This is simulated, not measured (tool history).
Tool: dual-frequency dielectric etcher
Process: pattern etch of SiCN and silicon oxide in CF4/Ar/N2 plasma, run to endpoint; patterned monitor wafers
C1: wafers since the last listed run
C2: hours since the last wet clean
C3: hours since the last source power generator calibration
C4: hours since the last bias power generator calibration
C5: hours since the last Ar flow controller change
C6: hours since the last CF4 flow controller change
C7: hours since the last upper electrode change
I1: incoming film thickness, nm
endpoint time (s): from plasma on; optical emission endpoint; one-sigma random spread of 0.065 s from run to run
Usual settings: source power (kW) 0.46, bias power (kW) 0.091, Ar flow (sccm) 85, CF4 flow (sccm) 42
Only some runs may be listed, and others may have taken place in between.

Run 1, hour 0: usual settings; C1 0; C2 199.8; C3 3441.3; C4 1635.4; C5 1664.8; C6 4294.5; C7 2383.3; I1 10.77. Result: endpoint time (s) 12.1.
Run 2, hour 13.8: usual settings; C1 281; C2 213.6; C3 3455.1; C4 1649.2; C5 1678.6; C6 4308.3; C7 2397.1; I1 10.82. Result: endpoint time (s) 12.2.
Run 3, hour 21.8: usual settings but Ar flow (sccm) 99; C1 163; C2 221.6; C3 3463.1; C4 1657.2; C5 1686.6; C6 4316.3; C7 2405.1; I1 10.77. Result: endpoint time (s) 12.4.
Run 4, hour 49.7: usual settings but Ar flow (sccm) 99; C1 569; C2 249.5; C3 3491; C4 1685.1; C5 1714.5; C6 4344.2; C7 2433; I1 10.73. Result: endpoint time (s) 12.4.
Run 5, hour 61.1: usual settings but Ar flow (sccm) 99; C1 232; C2 260.9; C3 3502.4; C4 1696.5; C5 1725.9; C6 4355.6; C7 2444.4; I1 10.67. Result: endpoint time (s) 12.2.
Run 6, hour 72.2: usual settings; C1 226; C2 272; C3 3513.5; C4 1707.6; C5 1737; C6 4366.7; C7 2455.5; I1 10.85. Result: endpoint time (s) 12.2.
Run 7, hour 86: usual settings; C1 281; C2 285.8; C3 3527.3; C4 1721.4; C5 1750.8; C6 4380.5; C7 2469.3; I1 10.78. Result: endpoint time (s) 12.1.
At hour 92.1: source power generator calibrated.
Run 8, hour 93.9: usual settings; C1 79; C2 293.7; C3 1.8; C4 1729.3; C5 1758.7; C6 4388.4; C7 2477.2; I1 10.78. Result: endpoint time (s) 12.
Run 9, hour 107.4: usual settings; C1 275; C2 307.2; C3 15.3; C4 1742.8; C5 1772.2; C6 4401.9; C7 2490.7; I1 10.85. Result: endpoint time (s) 12.1.
Run 10, hour 117.3: usual settings but CF4 flow (sccm) 34; C1 202; C2 317.1; C3 25.2; C4 1752.7; C5 1782.1; C6 4411.8; C7 2500.6; I1 10.81. Result: endpoint time (s) 12.5.
Run 11, hour 130: usual settings but source power (kW) 0.34, bias power (kW) 0.07, Ar flow (sccm) 95; C1 259; C2 329.8; C3 37.9; C4 1765.4; C5 1794.8; C6 4424.5; C7 2513.3; I1 10.77. Result: endpoint time (s) 17.3.
Run 12, hour 139: usual settings but source power (kW) 0.57, Ar flow (sccm) 102; C1 183; C2 338.8; C3 46.9; C4 1774.4; C5 1803.8; C6 4433.5; C7 2522.3; I1 10.65. Result: endpoint time (s) 10.1.
At hour 147.4: bias power generator calibrated.
Run 13, hour 153.1: usual settings but Ar flow (sccm) 105; C1 206; C2 352.9; C3 61; C4 5.7; C5 1817.9; C6 4447.6; C7 2536.4; I1 10.81. Result: endpoint time (s) 12.4.
Run 14, hour 160.8: usual settings but CF4 flow (sccm) 34; C1 157; C2 360.6; C3 68.7; C4 13.4; C5 1825.6; C6 4455.3; C7 2544.1; I1 10.74. Result: endpoint time (s) 12.5.
At hour 184.8: CF4 flow controller replaced.
At hour 185.6: wet clean of the chamber.
Run 15, hour 186.1: usual settings but source power (kW) 0.34, bias power (kW) 0.073, CF4 flow (sccm) 52; C1 378; C2 0.5; C3 94; C4 38.7; C5 1850.9; C6 1.3; C7 2569.4; I1 10.68. Result: endpoint time (s) 15.5.
Run 16, hour 186.4: usual settings but bias power (kW) 0.085, Ar flow (sccm) 92, CF4 flow (sccm) 37; C1 6; C2 0.8; C3 94.3; C4 39; C5 1851.2; C6 1.6; C7 2569.7; I1 10.87. Result: endpoint time (s) 12.6.
At hour 224.8: upper electrode replaced.
At hour 226.8: Ar flow controller replaced.
Run 17, hour 227.3: usual settings but source power (kW) 0.58, Ar flow (sccm) 76; C1 305; C2 41.7; C3 135.2; C4 79.9; C5 0.5; C6 42.5; C7 2.5; I1 10.83. Result: endpoint time (s) 9.3.
Run 18, hour 238.8: usual settings but bias power (kW) 0.11, CF4 flow (sccm) 46; C1 234; C2 53.2; C3 146.7; C4 91.4; C5 12; C6 54; C7 14; I1 10.73. Result: endpoint time (s) 10.6.
At hour 266.3: wet clean of the chamber, repeated, since the last time left the tool worse.
Run 19, hour 266.8: usual settings but source power (kW) 0.53, Ar flow (sccm) 70; C1 81; C2 0.5; C3 174.7; C4 119.4; C5 40; C6 82; C7 42; I1 10.85. Result: endpoint time (s) 10.7.
Run 20, hour 274.3: usual settings but CF4 flow (sccm) 34; C1 153; C2 8; C3 182.2; C4 126.9; C5 47.5; C6 89.5; C7 49.5; I1 10.86. Result: endpoint time (s) 13.1.
Run 21, hour 288.7: usual settings but bias power (kW) 0.105, Ar flow (sccm) 93, CF4 flow (sccm) 50; C1 293; C2 22.4; C3 196.6; C4 141.3; C5 61.9; C6 103.9; C7 63.9; I1 10.72. Result: endpoint time (s) 11.6.
Run 22, hour 304.4: usual settings but source power (kW) 0.57; C1 320; C2 38.1; C3 212.3; C4 157; C5 77.6; C6 119.6; C7 79.6; I1 10.76. Result: endpoint time (s) 10.2.
Run 23, hour 314.9: usual settings but source power (kW) 0.5, bias power (kW) 0.109, Ar flow (sccm) 72, CF4 flow (sccm) 50; C1 214; C2 48.6; C3 222.8; C4 167.5; C5 88.1; C6 130.1; C7 90.1; I1 10.86. Result: endpoint time (s) 10.4.
Run 24, hour 322.4: usual settings but source power (kW) 0.38, CF4 flow (sccm) 32; C1 153; C2 56.1; C3 230.3; C4 175; C5 95.6; C6 137.6; C7 97.6; I1 10.91. Result: endpoint time (s) 15.7.

Below are 4 alternative next runs, each starting from the tool's condition after run 24. Predict each:
Run A, hour 322.8: usual settings but Ar flow (sccm) 103; C1 8; C2 56.5; C3 230.7; C4 175.4; C5 96; C6 138; C7 98; I1 10.72. Result: endpoint time (s) ?.
Run B, hour 322.8: usual settings but source power (kW) 0.55, bias power (kW) 0.068, Ar flow (sccm) 92, CF4 flow (sccm) 33; C1 8; C2 56.5; C3 230.7; C4 175.4; C5 96; C6 138; C7 98; I1 10.72. Result: endpoint time (s) ?.
Run C, hour 322.8: usual settings but source power (kW) 0.56, bias power (kW) 0.083; C1 8; C2 56.5; C3 230.7; C4 175.4; C5 96; C6 138; C7 98; I1 10.72. Result: endpoint time (s) ?.
Run D, hour 322.8: usual settings but bias power (kW) 0.097, CF4 flow (sccm) 50; C1 8; C2 56.5; C3 230.7; C4 175.4; C5 96; C6 138; C7 98; I1 10.72. Result: endpoint time (s) ?.

run  endpoint time (s)
  A               12.9
  B               12.7
  C               10.9
  D               11.9
Take away the tool's hidden state, keep each run's random variation, and the runs would have read:
run  endpoint time (s)
  A               12.9
  B               12.6
  C               10.8
  D               11.8
